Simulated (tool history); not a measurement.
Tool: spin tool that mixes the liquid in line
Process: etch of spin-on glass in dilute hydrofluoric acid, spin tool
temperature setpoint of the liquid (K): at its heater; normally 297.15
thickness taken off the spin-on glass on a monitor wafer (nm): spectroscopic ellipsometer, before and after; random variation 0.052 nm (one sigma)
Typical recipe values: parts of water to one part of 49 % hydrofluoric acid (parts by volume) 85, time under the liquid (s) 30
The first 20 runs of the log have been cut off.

run	hour	temperature setpoint of the liquid (K)	parts of water to one part of 49 % hydrofluoric acid (parts by volume)	time under the liquid (s)	read-back film thickness of the spin-on glass reference wafer, read on the same gauge (nm)	thickness taken off the spin-on glass on a monitor wafer (nm)
21	1931.2	294.65	115	50	70.01	17.71
# hour 1990.9: hydrofluoric acid flow meter replaced
22	2016.9	297.15	65	25	70.00	18.43
23	2108.2	297.15	85	30	69.96	16.47
24	2204.2	294.65	110	30	70.02	11.09
25	2296.1	297.15	85	35	70.03	19.16
26	2369.8	297.15	110	30	69.98	12.35
27	2431.5	299.15	115	50	69.96	21.09
28	2469.1	301.65	65	30	70.03	26.26
29	2522.1	301.15	85	15	69.98	9.56
30	2596.9	292.65	85	30	70.02	13.52
31	2683.9	297.15	60	20	69.99	15.84
# hour 2715.1: hydrofluoric acid flow meter replaced
32	2778.7	294.65	120	30	70.03	9.99

What if the next run were any one of these 5? Each begins from the tool's condition after run 32:
A	2779.1	301.15	85	30	?	?
B	2779.1	294.65	100	50	?	?
C	2779.1	295.15	65	20	?	?
D	2779.1	293.65	120	35	?	?
E	2779.1	302.15	120	40	?	?

run	read-back film thickness of the spin-on glass reference wafer, read on the same gauge (nm)	thickness taken off the spin-on glass on a monitor wafer (nm)
A	70.01	19.03
B	70.01	20.42
C	70.01	13.36
D	70.01	11.18
E	70.01	17.83
Without the tool's unlogged condition, the same runs would have read:
run	thickness taken off the spin-on glass on a monitor wafer (nm)
A	19.79
B	21.27
C	13.93
D	11.65
E	18.51
